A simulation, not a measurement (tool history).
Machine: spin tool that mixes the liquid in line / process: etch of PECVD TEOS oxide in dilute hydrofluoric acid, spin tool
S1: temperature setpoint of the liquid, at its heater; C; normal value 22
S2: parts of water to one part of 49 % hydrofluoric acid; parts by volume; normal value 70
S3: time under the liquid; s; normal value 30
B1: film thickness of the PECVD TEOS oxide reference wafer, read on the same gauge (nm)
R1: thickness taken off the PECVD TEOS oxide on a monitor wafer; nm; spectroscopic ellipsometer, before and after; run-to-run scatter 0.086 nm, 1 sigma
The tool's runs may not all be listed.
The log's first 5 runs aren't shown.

run,hour,S1,S2,S3,B1,R1
# hour 73: gauge calibrated
6,91.9,22,70,40,130,10.84
7,101.2,22,70,40,130.02,10.76
8,111.1,22,70,30,130.02,8.17
9,119.7,22,80,30,130.01,6.98
10,131.5,22,70,30,129.98,8.1
# hour 148.9: hydrofluoric acid flow meter replaced
11,162.8,22,70,30,129.98,9.45
12,191.2,22,45,30,130.01,15.17
13,202,22,70,30,130,9.53
14,214.6,22,70,30,130.03,9.44
15,221.9,22,70,30,130.02,9.37
16,231.3,23.5,70,20,130.01,6.84
17,242.2,22,105,30,130.01,6.08
18,250,22,70,35,130.02,10.95
19,292.4,22,70,30,130,9.43
20,301.1,22,70,30,129.99,9.24
21,315.7,22,55,20,130,8.02
# hour 322.7: gauge calibrated
22,328.8,22,70,30,130.01,9.23
# hour 336.9: thermometer replaced
23,340.6,25.5,70,30,130.01,10.85
24,353.5,22,70,20,130.03,6.28
25,368.4,26,40,45,129.98,29.43
26,375.5,22,70,30,130.01,9.18
27,382.9,22,70,40,130.01,12.44
28,392.3,20.5,55,30,130.01,11.39
29,409.3,22,70,30,130,9.26
30,421.2,26.5,40,45,130.02,29.92

Here are 5 independent what-if runs from the current tool condition. What would each one return?
A,421.6,22,70,30,?,?
B,421.6,25.5,70,15,?,?
C,421.6,17,70,15,?,?
D,421.6,17.5,100,25,?,?
E,421.6,20,90,30,?,?

run,B1,R1
A,130.01,9.39
B,130.01,5.41
C,130.01,3.81
D,130.01,4.39
E,130.01,6.57
Without the tool's hidden state the same runs would have given:
run,R1
A,9.65
B,5.56
C,3.91
D,4.51
E,6.75
